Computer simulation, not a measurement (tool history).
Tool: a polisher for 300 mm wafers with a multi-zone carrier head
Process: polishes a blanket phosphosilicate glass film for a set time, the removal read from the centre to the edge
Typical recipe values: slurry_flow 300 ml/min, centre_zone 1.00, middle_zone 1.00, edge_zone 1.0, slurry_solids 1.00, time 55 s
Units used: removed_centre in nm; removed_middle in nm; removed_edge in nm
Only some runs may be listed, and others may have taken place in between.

run	day	slurry_flow	centre_zone	middle_zone	edge_zone	slurry_solids	time	incoming thickness of the incoming film, nm	removed_centre	removed_middle	removed_edge
1	0.000	300	0.92	1.00	1.0	1.00	55	1819.9	336.1	362.3	364.8
2	2.950	300	0.92	1.00	1.0	1.00	55	1808.4	339.2	351.2	355.0
# day 4.929: slurry nozzle cleaned
3	6.492	300	0.92	1.00	1.0	1.00	55	1833.2	325.2	339.6	337.3
# day 8.688: worn pad replaced by a new one
4	8.792	300	1.07	1.08	1.0	1.00	55	1820.4	407.8	418.8	400.1
5	10.808	300	1.07	1.08	1.0	1.00	55	1806.2	398.2	406.9	389.5
# day 11.192: carrier head's membrane replaced by a new one
6	14.708	300	1.00	1.00	1.0	1.00	55	1860.8	363.8	369.5	374.0
# day 18.183: slurry nozzle cleaned
7	18.929	300	1.00	1.00	1.0	1.00	55	1845.4	359.0	358.3	360.0
8	21.683	300	1.00	0.95	1.0	1.00	55	1808.8	343.8	331.6	340.3
# day 22.400: worn pad replaced by a new one
9	24.733	300	1.00	1.00	1.0	1.00	55	1820.2	374.9	382.4	388.6
10	28.183	300	1.00	1.00	1.0	1.00	55	1820.3	377.8	366.1	362.5
# day 30.317: edge zone pressure recalibrated
11	32.267	385	0.89	0.94	1.0	1.15	55	1805.1	352.4	358.4	383.0
# day 34.046: slurry nozzle cleaned
12	34.079	385	0.89	0.94	1.0	1.15	55	1800.6	344.3	351.9	374.1
# day 35.450: centre zone pressure recalibrated
13	37.225	240	1.00	0.96	1.0	0.70	68	1845.9	347.3	338.5	344.8
# day 38.921: worn pad replaced by a new one
14	39.492	270	0.94	1.00	1.0	1.00	70	1836.0	463.8	492.1	493.8
# day 43.050: carrier head's membrane replaced by a new one
15	43.479	300	0.97	1.00	1.0	1.00	47	1795.9	313.0	323.0	320.9
16	46.975	300	1.00	1.00	1.0	1.00	55	1840.1	359.7	365.8	365.1
# day 48.779: slurry nozzle cleaned
17	51.004	300	1.00	1.12	1.0	1.00	55	1828.0	344.1	388.6	345.5
# day 51.512: worn pad replaced by a new one
18	54.346	300	1.00	1.00	1.0	1.00	55	1857.7	370.9	379.5	371.6
# day 64.725: worn pad replaced by a new one
19	65.333	225	0.91	1.07	1.0	1.00	41	1845.5	261.5	293.9	275.3
# day 65.712: slurry nozzle cleaned
20	69.283	300	1.00	1.00	0.9	1.00	55	1824.9	375.3	373.2	351.6
# day 73.196: edge zone pressure recalibrated
21	73.746	250	1.00	1.00	1.0	1.00	69	1825.2	435.9	440.6	444.5

Predict each of these 3 candidate next runs independently; none follows another, all start after run 21:
A	73.762	300	1.00	1.00	1.0	1.00	55	1793.1	?	?	?
B	73.762	275	1.00	1.00	1.0	1.00	55	1793.1	?	?	?
C	73.762	300	0.90	1.00	1.0	0.70	41	1793.1	?	?	?

run	removed_centre	removed_middle	removed_edge
A	348.6	361.6	363.5
B	344.8	358.1	360.8
C	207.7	232.2	233.3
Had the tool no hidden state, the same runs would have come out as:
run	removed_centre	removed_middle	removed_edge
A	382.6	396.9	398.9
B	378.5	393.0	395.9
C	227.9	254.8	256.0
